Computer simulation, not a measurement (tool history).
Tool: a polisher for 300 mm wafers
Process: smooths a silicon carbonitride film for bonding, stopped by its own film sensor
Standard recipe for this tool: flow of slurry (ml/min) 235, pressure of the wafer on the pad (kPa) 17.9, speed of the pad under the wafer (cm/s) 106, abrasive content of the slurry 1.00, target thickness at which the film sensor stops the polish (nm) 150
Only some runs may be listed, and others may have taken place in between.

| run | hour | flow of slurry (ml/min) | pressure of the wafer on the pad (kPa) | speed of the pad under the wafer (cm/s) | abrasive content of the slurry | target thickness at which the film sensor stops the polish (nm) | wafers since the last listed run | wafers polished on this pad | hours since the slurry nozzle was cleaned | hours since the head pressure was calibrated | hours since the slurry blender was calibrated | incoming thickness of the incoming film, nm | time until the film sensor stopped the polish (s) |
|---|---|---|---|---|---|---|---|---|---|---|---|---|---|
| 1 | 0.0 | 235 | 17.9 | 106 | 1.00 | 150 | 0 | 1531 | 213.7 | 209.8 | 35.7 | 166.9 | 42.4 |
|  | 34.0 | worn pad replaced by a new one |
| 2 | 34.8 | 235 | 17.9 | 106 | 1.00 | 150 | 468 | 12 | 248.5 | 244.6 | 70.5 | 171.6 | 57.3 |
| 3 | 70.0 | 235 | 17.9 | 106 | 1.00 | 150 | 535 | 547 | 283.7 | 279.8 | 105.7 | 169.2 | 51.3 |
| 4 | 89.5 | 235 | 17.9 | 106 | 1.00 | 150 | 296 | 844 | 303.2 | 299.3 | 125.2 | 171.5 | 54.9 |
| 5 | 123.2 | 235 | 17.9 | 106 | 1.00 | 150 | 512 | 1356 | 336.9 | 333.0 | 158.9 | 171.3 | 55.4 |
|  | 136.9 | head pressure recalibrated |
| 6 | 145.2 | 235 | 15.2 | 106 | 1.00 | 150 | 304 | 1660 | 358.9 | 8.3 | 180.9 | 172.2 | 76.4 |
|  | 170.1 | worn pad replaced by a new one, of another model than before |
| 7 | 172.2 | 235 | 17.9 | 106 | 1.00 | 150 | 349 | 31 | 385.9 | 35.3 | 207.9 | 169.3 | 56.1 |
| 8 | 194.6 | 235 | 17.9 | 106 | 1.00 | 150 | 340 | 372 | 408.3 | 57.7 | 230.3 | 171.5 | 59.7 |
| 9 | 206.7 | 235 | 17.9 | 106 | 1.00 | 150 | 183 | 556 | 420.4 | 69.8 | 242.4 | 168.1 | 51.2 |
| 10 | 238.0 | 235 | 17.9 | 106 | 1.00 | 150 | 475 | 1032 | 451.7 | 101.1 | 273.7 | 169.3 | 54.4 |
| 11 | 273.7 | 235 | 17.9 | 106 | 1.00 | 150 | 542 | 1574 | 487.4 | 136.8 | 309.4 | 169.6 | 54.6 |
| 12 | 297.9 | 235 | 17.9 | 106 | 1.00 | 150 | 367 | 1942 | 511.6 | 161.0 | 333.6 | 169.4 | 53.7 |
|  | 307.2 | worn pad replaced by a new one |
| 13 | 310.7 | 235 | 17.9 | 106 | 1.00 | 150 | 133 | 53 | 524.4 | 173.8 | 346.4 | 170.3 | 56.5 |
| 14 | 342.0 | 235 | 17.9 | 106 | 1.00 | 150 | 475 | 529 | 555.7 | 205.1 | 377.7 | 170.3 | 55.9 |
| 15 | 373.3 | 285 | 17.9 | 106 | 1.20 | 150 | 475 | 1005 | 587.0 | 236.4 | 409.0 | 171.3 | 53.1 |
|  | 391.9 | slurry blender recalibrated |
| 16 | 401.5 | 235 | 17.9 | 106 | 1.00 | 148 | 398 | 1403 | 615.2 | 264.6 | 9.6 | 171.4 | 65.0 |
| 17 | 422.6 | 175 | 17.9 | 106 | 1.00 | 150 | 320 | 1724 | 636.3 | 285.7 | 30.7 | 170.6 | 61.4 |
| 18 | 436.6 | 155 | 17.9 | 106 | 1.10 | 150 | 212 | 1937 | 650.3 | 299.7 | 44.7 | 169.6 | 58.9 |
| 19 | 451.4 | 235 | 17.9 | 90 | 1.00 | 150 | 224 | 2162 | 665.1 | 314.5 | 59.5 | 169.2 | 58.6 |
|  | 466.0 | head pressure recalibrated |
|  | 474.3 | worn pad replaced by a new one |
| 20 | 474.8 | 235 | 16.5 | 106 | 1.00 | 150 | 264 | 7 | 688.5 | 8.8 | 82.9 | 173.1 | 70.0 |
| 21 | 486.9 | 235 | 17.9 | 84 | 1.00 | 144 | 183 | 191 | 700.6 | 20.9 | 95.0 | 173.4 | 95.2 |
| 22 | 513.0 | 235 | 17.9 | 122 | 1.00 | 150 | 396 | 588 | 726.7 | 47.0 | 121.1 | 172.6 | 58.3 |
| 23 | 548.5 | 155 | 13.1 | 72 | 0.90 | 150 | 539 | 1128 | 762.2 | 82.5 | 156.6 | 170.6 | 102.7 |
| 24 | 568.3 | 235 | 17.9 | 106 | 1.00 | 150 | 300 | 1429 | 782.0 | 102.3 | 176.4 | 168.1 | 52.0 |
|  | 569.4 | slurry nozzle cleaned |
| 25 | 582.2 | 235 | 17.9 | 136 | 1.00 | 150 | 196 | 1625 | 12.8 | 116.2 | 190.3 | 169.2 | 46.9 |
| 26 | 614.4 | 235 | 17.9 | 106 | 1.00 | 150 | 489 | 2114 | 45.0 | 148.4 | 222.5 | 171.3 | 59.7 |
|  | 631.0 | worn pad replaced by a new one |
| 27 | 693.3 | 260 | 22.8 | 124 | 0.80 | 150 | 1138 | 947 | 123.9 | 227.3 | 301.4 | 169.8 | 49.0 |
| 28 | 729.2 | 235 | 17.9 | 76 | 1.00 | 150 | 545 | 1492 | 159.8 | 263.2 | 337.3 | 167.0 | 56.1 |
| 29 | 758.3 | 260 | 22.8 | 124 | 0.80 | 150 | 442 | 1935 | 188.9 | 292.3 | 366.4 | 169.5 | 48.3 |

Hidden state or all else? Some run-to-run changes of time until the film sensor stopped the polish (s), split into what the settings, what came in and random variation would give without the hidden state, and what is left for the hidden state (with any gauge scatter that isn't in both results):
What the log doesn't record here: removal rate lost through wear of the pad, %; slurry flow missing at the pad, %; deviation of the head's pressure from its setpoint, %; abrasive missing from the slurry, %.
Run 5 -> 6: pressure of the wafer on the pad (kPa) 17.9 -> 15.2, head pressure recalibrated. time until the film sensor stopped the polish (s) +21.0: hidden state +5.6, all else +15.4.
Run 19 -> 20: pressure of the wafer on the pad (kPa) 17.9 -> 16.5, speed of the pad under the wafer (cm/s) 90 -> 106, head pressure recalibrated, worn pad replaced by a new one. time until the film sensor stopped the polish (s) +11.4: hidden state +3.9, all else +7.5.
Run 22 -> 23: flow of slurry (ml/min) 235 -> 155, pressure of the wafer on the pad (kPa) 17.9 -> 13.1, speed of the pad under the wafer (cm/s) 122 -> 72, abrasive content of the slurry 1.00 -> 0.90. time until the film sensor stopped the polish (s) +44.4: hidden state -2.0, all else +46.4.
Run 23 -> 24: flow of slurry (ml/min) 155 -> 235, pressure of the wafer on the pad (kPa) 13.1 -> 17.9, speed of the pad under the wafer (cm/s) 72 -> 106, abrasive content of the slurry 0.90 -> 1.00. time until the film sensor stopped the polish (s) -50.7: hidden state +1.3, all else -52.0.
